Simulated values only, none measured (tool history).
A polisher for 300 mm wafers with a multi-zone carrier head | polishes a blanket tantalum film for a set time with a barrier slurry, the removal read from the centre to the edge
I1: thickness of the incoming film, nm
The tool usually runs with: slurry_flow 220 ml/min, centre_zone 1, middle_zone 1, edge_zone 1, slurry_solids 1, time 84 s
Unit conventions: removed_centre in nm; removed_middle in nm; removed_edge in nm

Run 1, day 0: usual settings; I1 340.4. Result: removed_centre 96.9 nm, removed_middle 96.1 nm, removed_edge 94.3 nm.
Run 2, day 1.167: usual settings; I1 339. Result: removed_centre 101.6 nm, removed_middle 96.1 nm, removed_edge 93.9 nm.
At day 1.704: worn pad replaced by a new one.
Run 3, day 2.554: usual settings but centre_zone 1.06; I1 342.2. Result: removed_centre 104.8 nm, removed_middle 94.1 nm, removed_edge 93.3 nm.
Run 4, day 3.825: usual settings but slurry_solids 0.9; I1 342.8. Result: removed_centre 98.3 nm, removed_middle 92.2 nm, removed_edge 91 nm.
Run 5, day 4.671: usual settings; I1 338. Result: removed_centre 100.6 nm, removed_middle 93.7 nm, removed_edge 93.2 nm.
Run 6, day 5.95: usual settings but centre_zone 0.91; I1 334.4. Result: removed_centre 93.9 nm, removed_middle 93 nm, removed_edge 91.7 nm.
Run 7, day 7.358: usual settings; I1 340.2. Result: removed_centre 103.1 nm, removed_middle 94.9 nm, removed_edge 94.4 nm.
At day 7.858: slurry nozzle cleaned.
Run 8, day 7.871: usual settings; I1 339.4. Result: removed_centre 104.1 nm, removed_middle 95.4 nm, removed_edge 94.5 nm.
At day 9.279: edge zone pressure recalibrated.
At day 9.817: worn pad replaced by a new one.
At day 11.846: carrier head's membrane replaced by a new one.
Run 9, day 11.867: usual settings but centre_zone 0.94; I1 342. Result: removed_centre 101 nm, removed_middle 93.1 nm, removed_edge 93 nm.
Run 10, day 12.625: usual settings but middle_zone 1.08, edge_zone 1.05; I1 337.6. Result: removed_centre 107.9 nm, removed_middle 100.5 nm, removed_edge 94.4 nm.
Run 11, day 13.767: usual settings but middle_zone 1.04, edge_zone 1.12, slurry_solids 0.8, time 73 s; I1 341. Result: removed_centre 84.7 nm, removed_middle 77.4 nm, removed_edge 76.8 nm.
At day 14.892: centre zone pressure recalibrated.
Run 12, day 14.962: usual settings but edge_zone 0.88, slurry_solids 0.7; I1 342.4. Result: removed_centre 81.3 nm, removed_middle 80.6 nm, removed_edge 72.4 nm.
Run 13, day 15.467: usual settings but centre_zone 1.12; I1 339.2. Result: removed_centre 109.6 nm, removed_middle 94 nm, removed_edge 95 nm.
At day 16.692: worn pad replaced by a new one.
Run 14, day 16.712: usual settings but slurry_solids 1.15; I1 337.6. Result: removed_centre 102.7 nm, removed_middle 97 nm, removed_edge 94.6 nm.
Run 15, day 17.512: usual settings but middle_zone 0.94; I1 335.2. Result: removed_centre 95.3 nm, removed_middle 91.2 nm, removed_edge 94.1 nm.
Run 16, day 18.817: usual settings; I1 341.3. Result: removed_centre 100.2 nm, removed_middle 94.8 nm, removed_edge 94.6 nm.
Run 17, day 19.471: usual settings but middle_zone 0.9, slurry_solids 0.8; I1 338.8. Result: removed_centre 89.6 nm, removed_middle 78.2 nm, removed_edge 84.6 nm.
Run 18, day 20.25: usual settings but centre_zone 1.04, middle_zone 1.04, edge_zone 1.11, slurry_solids 1.2; I1 333.4. Result: removed_centre 111 nm, removed_middle 103.5 nm, removed_edge 105.8 nm.
Run 19, day 20.938: usual settings but centre_zone 1.12, time 106 s; I1 341.1. Result: removed_centre 140.3 nm, removed_middle 119.5 nm, removed_edge 122 nm.
Run 20, day 23.304: usual settings but middle_zone 0.96, slurry_solids 0.8, time 100 s; I1 339. Result: removed_centre 110.1 nm, removed_middle 98.2 nm, removed_edge 98.9 nm.
Run 21, day 23.862: usual settings but edge_zone 1.07; I1 340.3. Result: removed_centre 104.4 nm, removed_middle 94.6 nm, removed_edge 96.1 nm.
Run 22, day 25.071: usual settings but centre_zone 1.07, time 74 s; I1 346.8. Result: removed_centre 97.3 nm, removed_middle 83.6 nm, removed_edge 80.9 nm.

State the hidden condition of the tool at each of the runs:
removal rate lost through wear of the pad, %: 0, the same for each run
slurry flow missing at the pad, %: 0, the same for each run
deviation of the edge zone's pressure from its setpoint, %: 0, the same for each run
H1: deviation of the centre zone's pressure from its setpoint, %
run     H1
  1   2.45
  2   3.18
  3   4.05
  4   4.84
  5   5.37
  6   6.17
  7   7.05
  8   7.37
  9   9.87
 10   10.3
 11   11.1
 12  0.859
 13   1.17
 14   1.95
 15   2.45
 16   3.27
 17   3.67
 18   4.16
 19   4.59
 20   6.07
 21   6.42
 22   7.17
